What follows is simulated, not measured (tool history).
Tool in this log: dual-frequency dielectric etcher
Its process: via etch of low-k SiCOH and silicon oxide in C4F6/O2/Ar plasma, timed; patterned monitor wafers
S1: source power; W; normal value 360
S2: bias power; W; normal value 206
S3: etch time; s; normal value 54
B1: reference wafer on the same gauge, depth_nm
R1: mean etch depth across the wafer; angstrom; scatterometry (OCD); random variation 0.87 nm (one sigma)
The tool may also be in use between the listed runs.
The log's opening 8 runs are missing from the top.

run   hour   S1   S2    S3     B1    R1
  9    102  360  206    54  103.7  1254
 10  113.6  360  206    54    104  1259
 11  122.9  360  206  48.5  103.9  1118
     151.8  -- upper electrode replaced
     155.6  -- source power generator calibrated
 12  156.1  420  182    62  103.8  1460
 13  156.4  390  192    54  104.3  1257
 14  156.8  430  239    54  104.1  1485
 15  160.4  360  206    68  104.4  1560
 16  169.3  330  240    46  103.8  1073
     178.6  -- bias power generator calibrated
 17  179.1  360  245    54    104  1351
 18  184.1  360  206    44  104.2  1005
 19  193.8  400  251    48  103.9  1282
 20  200.5  290  255    40  103.9   899
 21  213.9  340  177  40.5    104   830
 22  226.1  410  206  64.5    104  1569
 23  234.5  270  206    54  104.4  1052
 24    275  360  206    38    104   859
 25  289.2  360  240    65  104.1  1579
 26  322.4  360  206    63  104.2  1436
 27  329.2  360  206    54  103.8  1220
 28    336  360  206    54  104.1  1216
 29  346.1  360  157  49.5  104.1   976
 30  353.9  360  206    54    104  1209

Here are 4 independent what-if runs from the current tool condition. What would each one return?
  A  354.3  360  206    54   ?   ?
  B  354.3  330  226    54   ?   ?
  C  354.3  280  206  66.5   ?   ?
  D  354.3  330  166  38.5   ?   ?

run     B1    R1
  A  104.2  1214
  B  104.2  1212
  C  104.2  1301
  D  104.2   741
With the hidden condition removed and each run's random variation left untouched, the same runs would have given:
run    R1
  A  1264
  B  1262
  C  1355
  D   772

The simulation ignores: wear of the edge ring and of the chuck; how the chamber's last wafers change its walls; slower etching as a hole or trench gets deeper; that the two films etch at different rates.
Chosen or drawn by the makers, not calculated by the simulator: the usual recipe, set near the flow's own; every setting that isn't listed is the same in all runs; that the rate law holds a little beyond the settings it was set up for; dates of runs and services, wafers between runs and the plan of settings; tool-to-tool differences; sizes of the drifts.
